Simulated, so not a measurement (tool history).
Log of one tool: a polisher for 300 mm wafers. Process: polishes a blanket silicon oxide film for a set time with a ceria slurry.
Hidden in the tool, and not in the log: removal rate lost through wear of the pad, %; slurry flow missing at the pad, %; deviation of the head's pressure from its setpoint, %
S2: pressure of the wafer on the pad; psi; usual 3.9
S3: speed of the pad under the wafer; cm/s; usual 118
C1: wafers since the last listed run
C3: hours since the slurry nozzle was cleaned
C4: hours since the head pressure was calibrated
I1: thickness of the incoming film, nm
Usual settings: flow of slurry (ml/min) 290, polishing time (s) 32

Run 1, hour 0: usual settings; C1 0; wafers polished on this pad 2477; C3 70.7; C4 363.7; I1 1016. Result: film removed (Å) 2381.
At hour 0.1: worn pad replaced by a new one.
Run 2, hour 43.8: usual settings; C1 408; wafers polished on this pad 408; C3 114.5; C4 407.5; I1 1037.4. Result: film removed (Å) 2384.
Run 3, hour 87.4: usual settings but S2 3.1 psi; C1 407; wafers polished on this pad 815; C3 158.1; C4 451.1; I1 1019.3. Result: film removed (Å) 1999.
Run 4, hour 152.1: usual settings but S2 3.1 psi; C1 604; wafers polished on this pad 1419; C3 222.8; C4 515.8; I1 1005.8. Result: film removed (Å) 1976.
Run 5, hour 186.6: usual settings but S2 3.1 psi; C1 322; wafers polished on this pad 1742; C3 257.3; C4 550.3; I1 1009.9. Result: film removed (Å) 1944.
Run 6, hour 216: usual settings but polishing time (s) 40; C1 274; wafers polished on this pad 2016; C3 286.7; C4 579.7; I1 1026.2. Result: film removed (Å) 2939.
At hour 249.9: worn pad replaced by a new one.
Run 7, hour 250.4: usual settings but polishing time (s) 40; C1 283; wafers polished on this pad 5; C3 321.1; C4 614.1; I1 1037.1. Result: film removed (Å) 2935.
Run 8, hour 283.4: usual settings; C1 308; wafers polished on this pad 313; C3 354.1; C4 647.1; I1 999.1. Result: film removed (Å) 2347.
Run 9, hour 354.9: usual settings; C1 667; wafers polished on this pad 981; C3 425.6; C4 718.6; I1 1030.3. Result: film removed (Å) 2353.
Run 10, hour 416.7: usual settings; C1 577; wafers polished on this pad 1558; C3 487.4; C4 780.4; I1 1028.9. Result: film removed (Å) 2336.
At hour 505.5: worn pad replaced by a new one.
Run 11, hour 506: usual settings; C1 796; wafers polished on this pad 4; C3 576.7; C4 869.7; I1 1032.6. Result: film removed (Å) 2275.
Run 12, hour 578.9: usual settings but S2 4.8 psi; C1 681; wafers polished on this pad 685; C3 649.6; C4 942.6; I1 1018.9. Result: film removed (Å) 2753.
Run 13, hour 616.6: usual settings; C1 352; wafers polished on this pad 1037; C3 687.3; C4 980.3; I1 1023.1. Result: film removed (Å) 2308.
Run 14, hour 668.8: usual settings but flow of slurry (ml/min) 325; C1 487; wafers polished on this pad 1525; C3 739.5; C4 1032.5; I1 1008.1. Result: film removed (Å) 2282.
At hour 727.3: slurry nozzle cleaned.
Run 15, hour 734.2: usual settings but flow of slurry (ml/min) 350; C1 601; wafers polished on this pad 2126; C3 6.9; C4 1097.9; I1 1006.4. Result: film removed (Å) 2282.
Run 16, hour 797.5: usual settings but flow of slurry (ml/min) 365, S2 2.9 psi, S3 94 cm/s, polishing time (s) 24; C1 591; wafers polished on this pad 2718; C3 70.2; C4 1161.2; I1 1024.4. Result: film removed (Å) 1173.

The next listed run, before its measurement:
At hour 828.9: worn pad replaced by a new one.
At hour 835.4: head pressure recalibrated.
Run 17, hour 839.7: usual settings but S3 80 cm/s; C1 338; wafers polished on this pad 82; C3 112.4; C4 4.3; I1 1030. Result: film removed (Å) ?.

{"run 17": {"film removed (Å)": 1897}}
Without the tool's hidden state the same run would have given film removed (Å) 1887.

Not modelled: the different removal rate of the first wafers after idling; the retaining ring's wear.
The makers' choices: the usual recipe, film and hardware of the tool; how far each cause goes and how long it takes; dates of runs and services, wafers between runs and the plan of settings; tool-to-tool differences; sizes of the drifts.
